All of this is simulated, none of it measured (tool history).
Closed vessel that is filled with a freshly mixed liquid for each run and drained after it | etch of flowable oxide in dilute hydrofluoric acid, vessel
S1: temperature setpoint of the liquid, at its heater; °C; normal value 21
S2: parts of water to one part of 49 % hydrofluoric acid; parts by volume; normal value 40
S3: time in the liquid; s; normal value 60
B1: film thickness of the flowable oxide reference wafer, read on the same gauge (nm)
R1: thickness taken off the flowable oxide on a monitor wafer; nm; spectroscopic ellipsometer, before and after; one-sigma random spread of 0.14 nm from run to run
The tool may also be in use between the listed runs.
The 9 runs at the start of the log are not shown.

| run | hour | S1 | S2 | S3 | B1 | R1 |
|---|---|---|---|---|---|---|
| 10 | 780.5 | 24 | 40 | 60 | 40.01 | 29.88 |
| 11 | 840.8 | 21 | 40 | 60 | 40.01 | 26.32 |
| 12 | 932.5 | 21 | 40 | 60 | 40 | 26.39 |
| 13 | 980 | 21 | 40 | 60 | 39.99 | 26 |
| 14 | 1060.9 | 21 | 40 | 60 | 39.99 | 26.37 |
| 15 | 1099.9 | 17 | 50 | 60 | 40.03 | 17.6 |
| 16 | 1181.6 | 17 | 50 | 60 | 40.01 | 17.39 |
| 17 | 1266.1 | 17.5 | 55 | 75 | 40.02 | 19.96 |
|  | 1270.6 | hydrofluoric acid flow meter replaced |
| 18 | 1305.4 | 19.5 | 55 | 35 | 40.01 | 10.09 |
| 19 | 1348.5 | 17.5 | 55 | 95 | 39.99 | 24.97 |
| 20 | 1431.7 | 19.5 | 30 | 45 | 40.01 | 24.49 |
| 21 | 1503.6 | 22.5 | 30 | 70 | 40 | 43.22 |
| 22 | 1610.9 | 21 | 55 | 95 | 39.99 | 29.17 |
| 23 | 1691 | 21 | 40 | 40 | 39.96 | 17.12 |
|  | 1727.7 | gauge calibrated |
| 24 | 1728.2 | 21 | 40 | 60 | 39.97 | 25.6 |
| 25 | 1801.1 | 19.5 | 40 | 75 | 40.01 | 30.05 |
|  | 1819.4 | hydrofluoric acid flow meter replaced, repeated, since the last time left the tool worse |
|  | 1831.7 | thermometer replaced |
| 26 | 1884.4 | 21 | 40 | 95 | 39.98 | 43 |
| 27 | 1982.7 | 21 | 40 | 60 | 40.02 | 26.52 |
| 28 | 2057.8 | 21 | 40 | 60 | 40 | 26.86 |
| 29 | 2123.2 | 21 | 30 | 30 | 40 | 18.15 |
| 30 | 2221 | 21 | 60 | 60 | 39.99 | 17.35 |
| 31 | 2537.6 | 21 | 50 | 60 | 40.01 | 21.02 |
| 32 | 2614.1 | 21 | 40 | 60 | 39.96 | 26.77 |
| 33 | 2706.2 | 24 | 50 | 30 | 39.99 | 11.93 |
| 34 | 2787.1 | 21 | 35 | 60 | 40 | 30.67 |

Forecast each of these 3 alternatives for the next run:
| A | 2787.8 | 21 | 40 | 60 | ? | ? |
| B | 2787.8 | 21 | 45 | 45 | ? | ? |
| C | 2787.8 | 21 | 25 | 35 | ? | ? |

| run | B1 | R1 |
|---|---|---|
| A | 40 | 26.56 |
| B | 40 | 17.6 |
| C | 40 | 25.26 |
With no hidden state in the tool, these same runs would have given:
| run | R1 |
|---|---|
| A | 26.92 |
| B | 17.84 |
| C | 25.6 |
